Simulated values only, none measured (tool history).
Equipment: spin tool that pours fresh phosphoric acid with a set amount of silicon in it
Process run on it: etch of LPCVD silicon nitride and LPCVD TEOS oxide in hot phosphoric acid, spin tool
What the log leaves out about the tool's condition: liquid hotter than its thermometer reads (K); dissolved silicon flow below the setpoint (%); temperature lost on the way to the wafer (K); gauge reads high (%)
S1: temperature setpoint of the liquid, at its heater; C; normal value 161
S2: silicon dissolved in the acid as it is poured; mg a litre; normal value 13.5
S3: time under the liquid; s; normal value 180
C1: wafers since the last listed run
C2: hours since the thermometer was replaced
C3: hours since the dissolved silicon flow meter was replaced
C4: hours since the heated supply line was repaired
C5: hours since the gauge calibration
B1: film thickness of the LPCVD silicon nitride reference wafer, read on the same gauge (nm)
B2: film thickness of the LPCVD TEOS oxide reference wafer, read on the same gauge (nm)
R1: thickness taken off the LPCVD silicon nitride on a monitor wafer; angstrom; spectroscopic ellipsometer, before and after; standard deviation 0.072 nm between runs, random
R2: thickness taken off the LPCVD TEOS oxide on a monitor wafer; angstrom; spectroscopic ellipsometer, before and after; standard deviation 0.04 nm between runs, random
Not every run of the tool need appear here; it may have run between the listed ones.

{"run": 1, "hour": 0.0, "S1": 161, "S2": 13.5, "S3": 180, "C1": 0, "C2": 726.2, "C3": 1171.5, "C4": 1568.7, "C5": 699, "B1": 80, "B2": 109.992, "R1": 177.2, "R2": 5.92}
{"run": 2, "hour": 54.9, "S1": 160, "S2": 13.5, "S3": 180, "C1": 362, "C2": 781.1, "C3": 1226.4, "C4": 1623.6, "C5": 753.9, "B1": 79.99, "B2": 110.052, "R1": 172.1, "R2": 4.76}
{"run": 3, "hour": 109.4, "S1": 160, "S2": 13.5, "S3": 180, "C1": 359, "C2": 835.6, "C3": 1280.9, "C4": 1678.1, "C5": 808.4, "B1": 79.99, "B2": 109.983, "R1": 173.5, "R2": 4.32}
{"run": 4, "hour": 150.7, "S1": 161, "S2": 20.5, "S3": 180, "C1": 272, "C2": 876.9, "C3": 1322.2, "C4": 1719.4, "C5": 849.7, "B1": 80.01, "B2": 110.03, "R1": 177.8, "R2": 4.69}
{"run": 5, "hour": 213.3, "S1": 161, "S2": 20.5, "S3": 180, "C1": 413, "C2": 939.5, "C3": 1384.8, "C4": 1782, "C5": 912.3, "B1": 80, "B2": 110.004, "R1": 179, "R2": 4.66}
{"run": 6, "hour": 248.9, "S1": 161, "S2": 13.5, "S3": 125, "C1": 234, "C2": 975.1, "C3": 1420.4, "C4": 1817.6, "C5": 947.9, "B1": 80.01, "B2": 110.013, "R1": 125.1, "R2": 4.11}
{"run": 7, "hour": 304.4, "S1": 161, "S2": 13.5, "S3": 125, "C1": 366, "C2": 1030.6, "C3": 1475.9, "C4": 1873.1, "C5": 1003.4, "B1": 80, "B2": 110.015, "R1": 125.9, "R2": 3.73}
{"hour": 365.1, "done": "dissolved silicon flow meter replaced"}
{"run": 8, "hour": 371.9, "S1": 161, "S2": 13.5, "S3": 125, "C1": 438, "C2": 1098.1, "C3": 6.8, "C4": 1940.6, "C5": 1070.9, "B1": 80.01, "B2": 110.002, "R1": 125.6, "R2": 4.04}
{"hour": 417.8, "done": "gauge calibrated"}
{"run": 9, "hour": 421.4, "S1": 161, "S2": 13.5, "S3": 230, "C1": 326, "C2": 1147.6, "C3": 56.3, "C4": 1990.1, "C5": 3.6, "B1": 80.01, "B2": 110.014, "R1": 232.1, "R2": 7.5}
{"run": 10, "hour": 469.6, "S1": 161, "S2": 13.5, "S3": 230, "C1": 318, "C2": 1195.8, "C3": 104.5, "C4": 2038.3, "C5": 51.8, "B1": 79.98, "B2": 109.983, "R1": 232.6, "R2": 7.39}
{"run": 11, "hour": 507.6, "S1": 161, "S2": 13.5, "S3": 180, "C1": 250, "C2": 1233.8, "C3": 142.5, "C4": 2076.3, "C5": 89.8, "B1": 80.03, "B2": 110.008, "R1": 181.4, "R2": 6.32}
{"run": 12, "hour": 549.9, "S1": 158.5, "S2": 9, "S3": 145, "C1": 279, "C2": 1276.1, "C3": 184.8, "C4": 2118.6, "C5": 132.1, "B1": 79.97, "B2": 110.011, "R1": 135.8, "R2": 4.08}
{"hour": 569.8, "done": "thermometer replaced"}
{"run": 13, "hour": 589.5, "S1": 161, "S2": 21.5, "S3": 95, "C1": 254, "C2": 19.7, "C3": 224.4, "C4": 2158.2, "C5": 171.7, "B1": 80, "B2": 109.974, "R1": 90.4, "R2": 2.15}
{"run": 14, "hour": 687.1, "S1": 161, "S2": 5.5, "S3": 115, "C1": 643, "C2": 117.3, "C3": 322, "C4": 2255.8, "C5": 269.3, "B1": 80, "B2": 110.032, "R1": 109.8, "R2": 3.81}
{"run": 15, "hour": 740.0, "S1": 162.5, "S2": 13.5, "S3": 275, "C1": 349, "C2": 170.2, "C3": 374.9, "C4": 2308.7, "C5": 322.2, "B1": 80.01, "B2": 109.995, "R1": 277.4, "R2": 8.85}
{"hour": 743.1, "done": "heated supply line repaired"}
{"run": 16, "hour": 793.2, "S1": 161, "S2": 18.5, "S3": 140, "C1": 344, "C2": 223.4, "C3": 428.1, "C4": 50.1, "C5": 375.4, "B1": 79.99, "B2": 110.01, "R1": 134.8, "R2": 3.41}

Run 17 comes next. What will it give?
{"run": 17, "hour": 838.2, "S1": 161, "S2": 13.5, "S3": 120, "C1": 296, "C2": 268.4, "C3": 473.1, "C4": 95.1, "C5": 420.4, "B1": "?", "B2": "?", "R1": "?", "R2": "?"}

Run 17 yielded B1 79.99, B2 110.005, R1 115.3 angstrom, R2 3.23 angstrom.
With no hidden state in the tool, this same run would have given R1 113.4 angstrom, R2 3.11 angstrom.

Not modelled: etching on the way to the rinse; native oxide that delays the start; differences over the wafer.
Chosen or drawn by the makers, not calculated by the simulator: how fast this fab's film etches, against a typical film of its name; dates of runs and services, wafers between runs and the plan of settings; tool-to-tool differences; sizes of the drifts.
